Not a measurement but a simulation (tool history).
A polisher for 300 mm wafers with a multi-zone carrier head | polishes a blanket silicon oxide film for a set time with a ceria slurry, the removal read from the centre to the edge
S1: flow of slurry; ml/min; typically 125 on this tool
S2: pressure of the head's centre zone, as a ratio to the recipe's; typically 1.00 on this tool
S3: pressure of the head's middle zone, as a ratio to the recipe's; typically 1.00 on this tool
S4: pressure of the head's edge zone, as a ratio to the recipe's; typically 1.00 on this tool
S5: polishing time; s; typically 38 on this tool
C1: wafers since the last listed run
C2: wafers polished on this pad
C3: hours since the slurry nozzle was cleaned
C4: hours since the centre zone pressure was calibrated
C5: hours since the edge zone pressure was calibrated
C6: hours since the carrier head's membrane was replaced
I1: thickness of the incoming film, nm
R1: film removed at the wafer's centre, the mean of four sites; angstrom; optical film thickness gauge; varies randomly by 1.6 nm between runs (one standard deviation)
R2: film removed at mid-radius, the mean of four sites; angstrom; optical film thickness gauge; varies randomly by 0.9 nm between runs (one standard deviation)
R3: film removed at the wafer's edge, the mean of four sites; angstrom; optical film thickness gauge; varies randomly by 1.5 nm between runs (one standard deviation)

| run | hour | S1 | S2 | S3 | S4 | S5 | C1 | C2 | C3 | C4 | C5 | C6 | I1 | R1 | R2 | R3 |
|---|---|---|---|---|---|---|---|---|---|---|---|---|---|---|---|---|
| 1 | 0.0 | 95 | 1.00 | 1.00 | 1.00 | 38 | 0 | 685 | 275.8 | 1155.4 | 57.1 | 499.8 | 878.1 | 1062 | 1100 | 1119 |
| 2 | 14.0 | 105 | 1.00 | 1.03 | 1.00 | 38 | 141 | 827 | 289.8 | 1169.4 | 71.1 | 513.8 | 878.6 | 1102 | 1172 | 1168 |
|  | 26.7 | carrier head's membrane replaced by a new one |
|  | 31.3 | worn pad replaced by a new one |
| 3 | 31.8 | 125 | 1.00 | 1.00 | 1.00 | 38 | 89 | 4 | 307.6 | 1187.2 | 88.9 | 5.1 | 874.2 | 1121 | 1192 | 1199 |
|  | 43.5 | slurry nozzle cleaned |
| 4 | 44.0 | 125 | 1.00 | 1.00 | 1.00 | 38 | 113 | 118 | 0.5 | 1199.4 | 101.1 | 17.3 | 892.3 | 1169 | 1197 | 1224 |
| 5 | 59.1 | 125 | 1.07 | 1.00 | 0.94 | 32 | 153 | 271 | 15.6 | 1214.5 | 116.2 | 32.4 | 881.3 | 1039 | 1016 | 987 |
| 6 | 75.6 | 95 | 1.00 | 0.93 | 1.10 | 38 | 167 | 438 | 32.1 | 1231.0 | 132.7 | 48.9 | 877.9 | 1059 | 1044 | 1214 |
| 7 | 92.7 | 125 | 1.00 | 0.89 | 1.11 | 38 | 173 | 612 | 49.2 | 1248.1 | 149.8 | 66.0 | 888.8 | 1119 | 1087 | 1274 |
| 8 | 108.2 | 125 | 1.06 | 1.00 | 1.00 | 38 | 157 | 769 | 64.7 | 1263.6 | 165.3 | 81.5 | 868.8 | 1205 | 1198 | 1183 |
| 9 | 117.7 | 125 | 1.00 | 1.05 | 1.00 | 29 | 96 | 865 | 74.2 | 1273.1 | 174.8 | 91.0 | 866.6 | 867 | 946 | 892 |
| 10 | 124.8 | 125 | 0.90 | 1.00 | 1.00 | 38 | 72 | 937 | 81.3 | 1280.2 | 181.9 | 98.1 | 884.6 | 1035 | 1195 | 1230 |
|  | 134.0 | centre zone pressure recalibrated |
| 11 | 136.1 | 105 | 1.00 | 1.00 | 0.91 | 48 | 94 | 1032 | 92.6 | 2.1 | 193.2 | 109.4 | 895.9 | 1365 | 1431 | 1438 |
|  | 141.9 | worn pad replaced by a new one |
| 12 | 165.8 | 125 | 1.00 | 1.00 | 1.00 | 34 | 260 | 242 | 122.3 | 31.8 | 222.9 | 139.1 | 865.8 | 1067 | 1076 | 1074 |
| 13 | 178.4 | 150 | 0.91 | 1.07 | 0.89 | 38 | 127 | 370 | 134.9 | 44.4 | 235.5 | 151.7 | 862.6 | 1091 | 1334 | 1160 |
| 14 | 196.4 | 150 | 1.04 | 1.00 | 1.00 | 38 | 182 | 553 | 152.9 | 62.4 | 253.5 | 169.7 | 882.2 | 1257 | 1239 | 1224 |
| 15 | 207.0 | 125 | 1.09 | 1.00 | 1.00 | 38 | 107 | 660 | 163.5 | 73.0 | 264.1 | 180.3 | 884.3 | 1258 | 1188 | 1196 |
| 16 | 217.8 | 160 | 1.00 | 1.00 | 1.00 | 38 | 109 | 770 | 174.3 | 83.8 | 274.9 | 191.1 | 878.6 | 1217 | 1253 | 1251 |
| 17 | 225.5 | 125 | 0.90 | 1.11 | 1.00 | 38 | 78 | 848 | 182.0 | 91.5 | 282.6 | 198.8 | 886.1 | 1034 | 1313 | 1210 |
| 18 | 231.6 | 125 | 1.00 | 1.00 | 1.00 | 38 | 61 | 910 | 188.1 | 97.6 | 288.7 | 204.9 | 870.9 | 1164 | 1217 | 1239 |
| 19 | 244.7 | 125 | 0.88 | 1.00 | 1.00 | 26 | 132 | 1042 | 201.2 | 110.7 | 301.8 | 218.0 | 878.6 | 698 | 818 | 830 |
|  | 257.8 | worn pad replaced by a new one |
| 20 | 259.2 | 125 | 1.00 | 1.00 | 1.00 | 38 | 106 | 14 | 215.7 | 125.2 | 316.3 | 232.5 | 884.8 | 1162 | 1205 | 1185 |
| 21 | 274.0 | 125 | 1.00 | 1.00 | 1.00 | 38 | 150 | 164 | 230.5 | 140.0 | 331.1 | 247.3 | 880.4 | 1161 | 1188 | 1210 |
| 22 | 282.4 | 125 | 1.00 | 1.00 | 1.00 | 38 | 85 | 249 | 238.9 | 148.4 | 339.5 | 255.7 | 896.1 | 1194 | 1189 | 1216 |
| 23 | 298.8 | 125 | 1.00 | 1.00 | 1.00 | 38 | 166 | 415 | 255.3 | 164.8 | 355.9 | 272.1 | 887.9 | 1169 | 1186 | 1184 |

Each row is a separate what-if for the run after 23, all from the same tool condition, not one after another. Results?
| A | 299.2 | 125 | 1.00 | 1.00 | 0.89 | 38 | 4 | 419 | 255.7 | 165.2 | 356.3 | 272.5 | 876.0 | ? | ? | ? |
| B | 299.2 | 125 | 0.96 | 1.09 | 0.94 | 47 | 4 | 419 | 255.7 | 165.2 | 356.3 | 272.5 | 876.0 | ? | ? | ? |
| C | 299.2 | 170 | 1.11 | 1.00 | 1.00 | 38 | 4 | 419 | 255.7 | 165.2 | 356.3 | 272.5 | 876.0 | ? | ? | ? |

| run | R1 | R2 | R3 |
|---|---|---|---|
| A | 1155 | 1200 | 1132 |
| B | 1372 | 1598 | 1429 |
| C | 1381 | 1280 | 1244 |
With no hidden state in the tool, these same runs would have given:
| run | R1 | R2 | R3 |
|---|---|---|---|
| A | 1155 | 1200 | 1132 |
| B | 1372 | 1598 | 1429 |
| C | 1381 | 1280 | 1244 |

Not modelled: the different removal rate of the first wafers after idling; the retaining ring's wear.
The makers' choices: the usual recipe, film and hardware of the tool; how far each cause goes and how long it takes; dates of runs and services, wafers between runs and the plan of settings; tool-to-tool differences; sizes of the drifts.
